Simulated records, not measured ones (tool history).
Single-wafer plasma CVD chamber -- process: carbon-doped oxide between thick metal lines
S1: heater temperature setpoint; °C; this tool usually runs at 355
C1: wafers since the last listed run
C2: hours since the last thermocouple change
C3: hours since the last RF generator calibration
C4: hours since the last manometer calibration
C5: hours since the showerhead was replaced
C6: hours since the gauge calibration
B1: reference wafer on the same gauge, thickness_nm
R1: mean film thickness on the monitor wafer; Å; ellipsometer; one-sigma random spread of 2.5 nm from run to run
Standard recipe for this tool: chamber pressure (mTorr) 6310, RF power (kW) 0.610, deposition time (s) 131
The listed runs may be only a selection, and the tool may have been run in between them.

run 1 hour=0.0 | S1=355 chamber_pressure_(mTorr)=6310 RF_power_(kW)=0.610 deposition_time_(s)=125 | C1=0 C2=1419.9 C3=293.3 C4=1093.1 C5=1858.8 C6=727.0 | B1=811.163 | R1=7119.04
run 2 hour=81.6 | S1=355 chamber_pressure_(mTorr)=6310 RF_power_(kW)=0.610 deposition_time_(s)=125 | C1=989 C2=1501.5 C3=374.9 C4=1174.7 C5=1940.4 C6=808.6 | B1=811.679 | R1=7107.99
run 3 hour=134.3 | S1=355 chamber_pressure_(mTorr)=6880 RF_power_(kW)=0.610 deposition_time_(s)=131 | C1=639 C2=1554.2 C3=427.6 C4=1227.4 C5=1993.1 C6=861.3 | B1=810.266 | R1=7575.80
run 4 hour=181.7 | S1=355 chamber_pressure_(mTorr)=6310 RF_power_(kW)=0.610 deposition_time_(s)=112 | C1=575 C2=1601.6 C3=475.0 C4=1274.8 C5=2040.5 C6=908.7 | B1=811.565 | R1=6361.99
run 5 hour=246.2 | S1=355 chamber_pressure_(mTorr)=5160 RF_power_(kW)=0.685 deposition_time_(s)=131 | C1=782 C2=1666.1 C3=539.5 C4=1339.3 C5=2105.0 C6=973.2 | B1=811.545 | R1=7574.45
run 6 hour=323.2 | S1=355 chamber_pressure_(mTorr)=5160 RF_power_(kW)=0.685 deposition_time_(s)=131 | C1=934 C2=1743.1 C3=616.5 C4=1416.3 C5=2182.0 C6=1050.2 | B1=812.033 | R1=7591.46
run 7 hour=373.9 | S1=355 chamber_pressure_(mTorr)=6310 RF_power_(kW)=0.610 deposition_time_(s)=131 | C1=615 C2=1793.8 C3=667.2 C4=1467.0 C5=2232.7 C6=1100.9 | B1=811.134 | R1=7479.38
run 8 hour=480.4 | S1=355 chamber_pressure_(mTorr)=6310 RF_power_(kW)=0.610 deposition_time_(s)=131 | C1=1292 C2=1900.3 C3=773.7 C4=1573.5 C5=2339.2 C6=1207.4 | B1=809.935 | R1=7490.98
run 9 hour=587.6 | S1=355 chamber_pressure_(mTorr)=6310 RF_power_(kW)=0.610 deposition_time_(s)=131 | C1=1300 C2=2007.5 C3=880.9 C4=1680.7 C5=2446.4 C6=1314.6 | B1=811.223 | R1=7515.43
-- hour=628.0 showerhead replaced
run 10 hour=637.8 | S1=355 chamber_pressure_(mTorr)=6310 RF_power_(kW)=0.610 deposition_time_(s)=131 | C1=511 C2=2057.7 C3=931.1 C4=1730.9 C5=9.8 C6=1364.8 | B1=810.373 | R1=7454.68
run 11 hour=718.0 | S1=355 chamber_pressure_(mTorr)=6310 RF_power_(kW)=0.610 deposition_time_(s)=131 | C1=972 C2=2137.9 C3=1011.3 C4=1811.1 C5=90.0 C6=1445.0 | B1=811.759 | R1=7449.38
run 12 hour=823.1 | S1=355 chamber_pressure_(mTorr)=6310 RF_power_(kW)=0.610 deposition_time_(s)=131 | C1=1275 C2=2243.0 C3=1116.4 C4=1916.2 C5=195.1 C6=1550.1 | B1=810.080 | R1=7514.24
run 13 hour=985.4 | S1=355 chamber_pressure_(mTorr)=6310 RF_power_(kW)=0.515 deposition_time_(s)=131 | C1=1968 C2=2405.3 C3=1278.7 C4=2078.5 C5=357.4 C6=1712.4 | B1=809.850 | R1=6953.50
-- hour=1031.0 thermocouple changed; heater temperature recalibrated
run 14 hour=1031.5 | S1=361 chamber_pressure_(mTorr)=7290 RF_power_(kW)=0.610 deposition_time_(s)=117 | C1=462 C2=0.5 C3=1324.8 C4=2124.6 C5=403.5 C6=1758.5 | B1=811.465 | R1=6685.47
-- hour=1088.1 capacitance manometer re-zeroed and calibrated
run 15 hour=1124.4 | S1=355 chamber_pressure_(mTorr)=6810 RF_power_(kW)=0.610 deposition_time_(s)=131 | C1=1029 C2=93.4 C3=1417.7 C4=36.3 C5=496.4 C6=1851.4 | B1=811.592 | R1=7518.96
-- hour=1199.2 RF generator calibrated
-- hour=1203.2 gauge calibrated
run 16 hour=1218.4 | S1=355 chamber_pressure_(mTorr)=7350 RF_power_(kW)=0.610 deposition_time_(s)=148 | C1=1043 C2=187.4 C3=19.2 C4=130.3 C5=590.4 C6=15.2 | B1=810.293 | R1=8606.40
run 17 hour=1289.0 | S1=355 chamber_pressure_(mTorr)=6310 RF_power_(kW)=0.495 deposition_time_(s)=112 | C1=856 C2=258.0 C3=89.8 C4=200.9 C5=661.0 C6=85.8 | B1=811.311 | R1=5852.12
run 18 hour=1333.1 | S1=355 chamber_pressure_(mTorr)=6310 RF_power_(kW)=0.495 deposition_time_(s)=112 | C1=535 C2=302.1 C3=133.9 C4=245.0 C5=705.1 C6=129.9 | B1=810.023 | R1=5862.73
run 19 hour=1402.7 | S1=369 chamber_pressure_(mTorr)=5420 RF_power_(kW)=0.655 deposition_time_(s)=131 | C1=844 C2=371.7 C3=203.5 C4=314.6 C5=774.7 C6=199.5 | B1=810.972 | R1=7354.80
run 20 hour=1490.5 | S1=355 chamber_pressure_(mTorr)=6310 RF_power_(kW)=0.610 deposition_time_(s)=131 | C1=1065 C2=459.5 C3=291.3 C4=402.4 C5=862.5 C6=287.3 | B1=810.840 | R1=7449.60
run 21 hour=1558.2 | S1=355 chamber_pressure_(mTorr)=6310 RF_power_(kW)=0.610 deposition_time_(s)=131 | C1=821 C2=527.2 C3=359.0 C4=470.1 C5=930.2 C6=355.0 | B1=811.296 | R1=7451.61
run 22 hour=1606.3 | S1=344 chamber_pressure_(mTorr)=7190 RF_power_(kW)=0.515 deposition_time_(s)=105 | C1=583 C2=575.3 C3=407.1 C4=518.2 C5=978.3 C6=403.1 | B1=810.286 | R1=5831.79

What if the next run were any one of these 3? Each begins from the tool's condition after run 22:
run A hour=1606.7 | S1=355 chamber_pressure_(mTorr)=6310 RF_power_(kW)=0.610 deposition_time_(s)=131 | C1=4 C2=575.7 C3=407.5 C4=518.6 C5=978.7 C6=403.5 | B1=? | R1=?
run B hour=1606.7 | S1=365 chamber_pressure_(mTorr)=6310 RF_power_(kW)=0.610 deposition_time_(s)=115 | C1=4 C2=575.7 C3=407.5 C4=518.6 C5=978.7 C6=403.5 | B1=? | R1=?
run C hour=1606.7 | S1=347 chamber_pressure_(mTorr)=6310 RF_power_(kW)=0.610 deposition_time_(s)=131 | C1=4 C2=575.7 C3=407.5 C4=518.6 C5=978.7 C6=403.5 | B1=? | R1=?

run=A B1=810.737 R1=7458.95
run=B B1=810.737 R1=6418.68
run=C B1=810.737 R1=7592.18
Without the tool's hidden state the same runs would have given:
run=A R1=7458.95
run=B R1=6418.68
run=C R1=7592.18

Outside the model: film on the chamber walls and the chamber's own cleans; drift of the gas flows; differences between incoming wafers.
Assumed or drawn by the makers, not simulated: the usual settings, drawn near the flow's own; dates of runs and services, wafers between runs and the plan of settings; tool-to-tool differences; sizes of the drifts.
